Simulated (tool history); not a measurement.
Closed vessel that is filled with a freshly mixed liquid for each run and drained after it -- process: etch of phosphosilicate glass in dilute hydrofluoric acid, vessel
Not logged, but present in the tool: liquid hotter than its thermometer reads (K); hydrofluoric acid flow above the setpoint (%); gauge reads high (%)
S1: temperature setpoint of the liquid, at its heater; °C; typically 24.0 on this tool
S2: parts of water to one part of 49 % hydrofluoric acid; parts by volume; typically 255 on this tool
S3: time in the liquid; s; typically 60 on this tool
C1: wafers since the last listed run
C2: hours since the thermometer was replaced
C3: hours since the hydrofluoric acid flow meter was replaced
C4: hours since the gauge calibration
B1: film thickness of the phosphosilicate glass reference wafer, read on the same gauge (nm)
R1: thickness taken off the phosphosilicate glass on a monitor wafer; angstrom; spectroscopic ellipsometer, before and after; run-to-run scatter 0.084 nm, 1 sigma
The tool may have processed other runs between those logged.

{"run": 1, "hour": 0.0, "S1": 24.0, "S2": 255, "S3": 60, "C1": 0, "C2": 1485.6, "C3": 1781.4, "C4": 1674.9, "B1": 129.97, "R1": 164.3}
{"run": 2, "hour": 52.2, "S1": 24.0, "S2": 255, "S3": 60, "C1": 3829, "C2": 1537.8, "C3": 1833.6, "C4": 1727.1, "B1": 130.0, "R1": 162.2}
{"hour": 208.3, "done": "hydrofluoric acid flow meter replaced"}
{"run": 3, "hour": 305.9, "S1": 24.0, "S2": 335, "S3": 60, "C1": 18540, "C2": 1791.5, "C3": 97.6, "C4": 1980.8, "B1": 129.99, "R1": 116.2}
{"run": 4, "hour": 359.6, "S1": 24.0, "S2": 335, "S3": 60, "C1": 3940, "C2": 1845.2, "C3": 151.3, "C4": 2034.5, "B1": 130.0, "R1": 114.3}
{"run": 5, "hour": 455.1, "S1": 24.0, "S2": 335, "S3": 60, "C1": 7006, "C2": 1940.7, "C3": 246.8, "C4": 2130.0, "B1": 130.0, "R1": 114.5}
{"run": 6, "hour": 528.5, "S1": 24.0, "S2": 255, "S3": 35, "C1": 5385, "C2": 2014.1, "C3": 320.2, "C4": 2203.4, "B1": 130.01, "R1": 95.5}
{"run": 7, "hour": 567.9, "S1": 24.0, "S2": 255, "S3": 35, "C1": 2890, "C2": 2053.5, "C3": 359.6, "C4": 2242.8, "B1": 130.01, "R1": 95.7}
{"run": 8, "hour": 633.7, "S1": 24.0, "S2": 255, "S3": 35, "C1": 4827, "C2": 2119.3, "C3": 425.4, "C4": 2308.6, "B1": 129.99, "R1": 96.2}
{"run": 9, "hour": 721.5, "S1": 24.0, "S2": 255, "S3": 60, "C1": 6441, "C2": 2207.1, "C3": 513.2, "C4": 2396.4, "B1": 130.01, "R1": 165.4}
{"run": 10, "hour": 760.5, "S1": 24.0, "S2": 255, "S3": 60, "C1": 2861, "C2": 2246.1, "C3": 552.2, "C4": 2435.4, "B1": 129.98, "R1": 165.8}
{"hour": 798.8, "done": "gauge calibrated"}
{"run": 11, "hour": 860.9, "S1": 24.0, "S2": 255, "S3": 60, "C1": 7366, "C2": 2346.5, "C3": 652.6, "C4": 62.1, "B1": 130.02, "R1": 164.7}
{"run": 12, "hour": 948.8, "S1": 24.0, "S2": 255, "S3": 60, "C1": 6449, "C2": 2434.4, "C3": 740.5, "C4": 150.0, "B1": 129.97, "R1": 166.4}
{"run": 13, "hour": 1000.9, "S1": 27.0, "S2": 255, "S3": 60, "C1": 3822, "C2": 2486.5, "C3": 792.6, "C4": 202.1, "B1": 130.01, "R1": 182.5}
{"run": 14, "hour": 1078.1, "S1": 19.0, "S2": 255, "S3": 70, "C1": 5664, "C2": 2563.7, "C3": 869.8, "C4": 279.3, "B1": 130.02, "R1": 161.5}
{"run": 15, "hour": 1307.2, "S1": 24.0, "S2": 255, "S3": 60, "C1": 16809, "C2": 2792.8, "C3": 1098.9, "C4": 508.4, "B1": 130.01, "R1": 166.8}
{"run": 16, "hour": 1409.4, "S1": 19.5, "S2": 255, "S3": 60, "C1": 7498, "C2": 2895.0, "C3": 1201.1, "C4": 610.6, "B1": 129.99, "R1": 143.4}
{"run": 17, "hour": 1712.2, "S1": 24.0, "S2": 255, "S3": 60, "C1": 22216, "C2": 3197.8, "C3": 1503.9, "C4": 913.4, "B1": 130.01, "R1": 168.1}
{"hour": 1759.7, "done": "thermometer replaced"}
{"run": 18, "hour": 1786.0, "S1": 24.0, "S2": 255, "S3": 30, "C1": 5341, "C2": 26.3, "C3": 1577.7, "C4": 987.2, "B1": 129.97, "R1": 78.6}
{"hour": 1804.6, "done": "hydrofluoric acid flow meter replaced"}
{"run": 19, "hour": 1838.6, "S1": 24.0, "S2": 170, "S3": 30, "C1": 3785, "C2": 78.9, "C3": 34.0, "C4": 1039.8, "B1": 129.99, "R1": 128.4}
{"run": 20, "hour": 1910.5, "S1": 27.5, "S2": 305, "S3": 60, "C1": 5275, "C2": 150.8, "C3": 105.9, "C4": 1111.7, "B1": 130.01, "R1": 139.9}
{"run": 21, "hour": 1971.8, "S1": 21.0, "S2": 360, "S3": 90, "C1": 4497, "C2": 212.1, "C3": 167.2, "C4": 1173.0, "B1": 130.01, "R1": 135.4}
{"run": 22, "hour": 2021.1, "S1": 21.5, "S2": 125, "S3": 80, "C1": 3617, "C2": 261.4, "C3": 216.5, "C4": 1222.3, "B1": 129.99, "R1": 443.7}
{"run": 23, "hour": 2079.1, "S1": 21.0, "S2": 330, "S3": 60, "C1": 4255, "C2": 319.4, "C3": 274.5, "C4": 1280.3, "B1": 129.99, "R1": 102.6}
{"run": 24, "hour": 2182.9, "S1": 20.5, "S2": 320, "S3": 30, "C1": 7615, "C2": 423.2, "C3": 378.3, "C4": 1384.1, "B1": 130.02, "R1": 52.5}
{"run": 25, "hour": 2251.1, "S1": 24.0, "S2": 255, "S3": 80, "C1": 5003, "C2": 491.4, "C3": 446.5, "C4": 1452.3, "B1": 130.01, "R1": 211.3}
{"run": 26, "hour": 2306.1, "S1": 22.0, "S2": 180, "S3": 60, "C1": 4035, "C2": 546.4, "C3": 501.5, "C4": 1507.3, "B1": 130.02, "R1": 226.8}
{"run": 27, "hour": 2402.4, "S1": 24.0, "S2": 255, "S3": 40, "C1": 7065, "C2": 642.7, "C3": 597.8, "C4": 1603.6, "B1": 130.01, "R1": 105.8}
{"run": 28, "hour": 2448.4, "S1": 24.0, "S2": 200, "S3": 40, "C1": 3375, "C2": 688.7, "C3": 643.8, "C4": 1649.6, "B1": 130.01, "R1": 142.5}
{"run": 29, "hour": 2549.8, "S1": 24.0, "S2": 360, "S3": 60, "C1": 7439, "C2": 790.1, "C3": 745.2, "C4": 1751.0, "B1": 130.02, "R1": 101.3}
{"run": 30, "hour": 2642.2, "S1": 24.0, "S2": 355, "S3": 60, "C1": 6779, "C2": 882.5, "C3": 837.6, "C4": 1843.4, "B1": 130.0, "R1": 103.8}
{"run": 31, "hour": 2734.4, "S1": 24.0, "S2": 200, "S3": 40, "C1": 6764, "C2": 974.7, "C3": 929.8, "C4": 1935.6, "B1": 130.0, "R1": 144.4}
{"run": 32, "hour": 2778.8, "S1": 24.0, "S2": 255, "S3": 60, "C1": 3257, "C2": 1019.1, "C3": 974.2, "C4": 1980.0, "B1": 130.0, "R1": 159.8}
{"hour": 2844.8, "done": "gauge calibrated"}
{"run": 33, "hour": 2857.0, "S1": 19.5, "S2": 370, "S3": 75, "C1": 5737, "C2": 1097.3, "C3": 1052.4, "C4": 12.2, "B1": 130.0, "R1": 106.0}

Hidden state at the last listed run before each entry between runs and at the first one after, where it differs:
Logged between run 2 and run 3: hydrofluoric acid flow meter replaced (hour 208.3)
  liquid hotter than its thermometer reads (K): 1.17 -> 1.34
  difference, measured minus the result without the unlogged condition, R1: +6.6 -> +5.2 angstrom
Logged between run 10 and run 11: gauge calibrated (hour 798.8)
  liquid hotter than its thermometer reads (K): 1.63 -> 1.7
  difference, measured minus the result without the unlogged condition, R1: +9.3 -> +9.6 angstrom
Logged between run 17 and run 18: thermometer replaced (hour 1759.7)
  liquid hotter than its thermometer reads (K): 2.25 -> 0.0717
  difference, measured minus the result without the unlogged condition, R1: +12.8 -> +0.2 angstrom
Logged between run 18 and run 19: hydrofluoric acid flow meter replaced (hour 1804.6)
  liquid hotter than its thermometer reads (K): 0.0717 -> 0.106
  difference, measured minus the result without the unlogged condition, R1: +0.2 -> +0.5 angstrom
Logged between run 32 and run 33: gauge calibrated (hour 2844.8)
  liquid hotter than its thermometer reads (K): 0.718 -> 0.769
  difference, measured minus the result without the unlogged condition, R1: +4.1 -> +2.9 angstrom
